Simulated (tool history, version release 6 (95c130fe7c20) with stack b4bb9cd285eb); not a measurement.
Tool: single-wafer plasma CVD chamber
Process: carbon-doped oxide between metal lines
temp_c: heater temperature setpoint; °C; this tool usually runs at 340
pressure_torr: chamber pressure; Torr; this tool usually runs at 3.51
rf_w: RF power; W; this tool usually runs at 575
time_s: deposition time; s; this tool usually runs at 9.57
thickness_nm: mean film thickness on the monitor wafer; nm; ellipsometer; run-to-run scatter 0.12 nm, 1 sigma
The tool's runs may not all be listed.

run     day  temp_c  pressure_torr  rf_w  time_s  wafers since the last listed run  hours since the last thermocouple change  hours since the last RF generator calibration  hours since the last manometer calibration  hours since the showerhead was replaced  hours since the gauge calibration  read-back reference wafer on the same gauge, thickness_nm  thickness_nm
  1       0     337           3.51   575    9.57                                 0                                      1970                                           1673                                       723.5                                   4618.2                              131.5                                                      60.71        56.781
  2     0.9     337           3.51   575    9.57                              1192                                    1991.6                                         1694.6                                       745.1                                   4639.8                              153.1                                                     60.607        56.917
  3   1.979     340           3.51   655    9.57                              1429                                    2017.5                                         1720.5                                         771                                   4665.7                                179                                                     60.616        60.326
      2.475  -- thermocouple changed; heater temperature recalibrated
  4   3.225     340           3.51   655    9.57                              1209                                        18                                         1750.4                                       800.9                                   4695.6                              208.9                                                     60.547        60.136
  5   4.171     340           3.51   655    9.57                              1253                                      40.7                                         1773.1                                       823.6                                   4718.3                              231.6                                                     60.456        60.042
  6   4.896     340           4.13   575    9.57                               960                                      58.1                                         1790.5                                         841                                   4735.7                                249                                                     60.421        57.332
  7   6.388     340           4.13   575    9.57                              1976                                      93.9                                         1826.3                                       876.8                                   4771.5                              284.8                                                      60.43        57.122
  8   7.708     340           3.51   575    9.57                              1750                                     125.6                                           1858                                       908.5                                   4803.2                              316.5                                                     60.408        55.839
  9   8.408     340           4.22   575    8.72                               927                                     142.4                                         1874.8                                       925.3                                     4820                              333.3                                                     60.336        52.586
 10   9.388     327           3.51   460       8                              1297                                     165.9                                         1898.3                                       948.8                                   4843.5                              356.8                                                     60.343        43.369
 11  10.633     328           3.51   575    9.57                              1650                                     195.8                                         1928.2                                       978.7                                   4873.4                              386.7                                                     60.233        58.123
 12  11.667     326           3.51   630   11.22                              1369                                     220.6                                           1953                                      1003.5                                   4898.2                              411.5                                                     60.341        71.452
 13  14.362     329           2.99   575    9.57                              3571                                     285.3                                         2017.7                                      1068.2                                   4962.9                              476.2                                                     60.249        56.588
     14.729  -- gauge calibrated
     15.317  -- RF generator calibrated
     15.475  -- capacitance manometer re-zeroed and calibrated
 14  15.496     340           3.51   575    9.57                               851                                     312.5                                            4.3                                         0.5                                   4990.1                               18.4                                                     61.217        56.717
 15  15.796     340           3.51   575    7.71                               397                                     319.7                                           11.5                                         7.7                                   4997.3                               25.6                                                     61.261         45.92
 16  17.104     333              3   615   11.14                              1733                                     351.1                                           42.9                                        39.1                                   5028.7                                 57                                                     61.058        68.585
     18.467  -- showerhead replaced
 17  18.488     340           3.51   575    9.57                              1391                                     384.3                                           76.1                                        72.3                                      0.5                               90.2                                                     60.984        56.595
 18  18.921     340           3.78   575    8.03                               574                                     394.7                                           86.5                                        82.7                                     10.9                              100.6                                                     60.916         48.23
 19  20.275     340           3.51   655    9.57                              1794                                     427.2                                            119                                       115.2                                     43.4                              133.1                                                     60.795        60.337
 20  20.775     340           3.51   575    9.57                               662                                     439.2                                            131                                       127.2                                     55.4                              145.1                                                     60.721        56.209
 21    21.8     340           3.51   655    9.57                              1358                                     463.8                                          155.6                                       151.8                                       80                              169.7                                                     60.655        60.237
 22  22.929     340           3.74   575    9.57                              1496                                     490.9                                          182.7                                       178.9                                    107.1                              196.8                                                     60.642        56.726
 23  23.662     354           3.51   575     8.6                               971                                     508.5                                          200.3                                       196.5                                    124.7                              214.4                                                     60.604        48.811
 24  24.508     348            3.9   470    9.57                              1120                                     528.8                                          220.6                                       216.8                                      145                              234.7                                                     60.544         49.93
 25  25.575     340           3.51   575    9.57                              1413                                     554.4                                          246.2                                       242.4                                    170.6                              260.3                                                     60.543        56.109
 26  26.492     340           3.69   575    9.57                              1214                                     576.4                                          268.2                                       264.4                                    192.6                              282.3                                                     60.409        56.617
 27  27.488     340           2.96   640    9.57                              1319                                     600.3                                          292.1                                       288.3                                    216.5                              306.2                                                     60.424        58.299
 28   28.65     340           2.82   575   10.09                              1540                                     628.2                                            320                                       316.2                                    244.4                              334.1                                                     60.413        57.913

Exercise: give the hidden state of the tool at every run:
wafer temperature above the value expected at the setpoint (K): 0 on each run
delivered RF power above the setpoint (%): 0 on each run
true pressure above the setpoint (%): 0 on each run
H1: gauge reads high (%)
run      H1
  1   -1.26
  2   -1.36
  3   -1.48
  4   -1.59
  5   -1.66
  6   -1.71
  7    -1.8
  8   -1.87
  9    -1.9
 10   -1.94
 11   -1.98
 12   -2.02
 13   -2.08
 14  -0.342
 15  -0.409
 16  -0.675
 17  -0.911
 18  -0.977
 19   -1.16
 20   -1.22
 21   -1.33
 22   -1.44
 23    -1.5
 24   -1.57
 25   -1.64
 26   -1.69
 27   -1.74
 28    -1.8
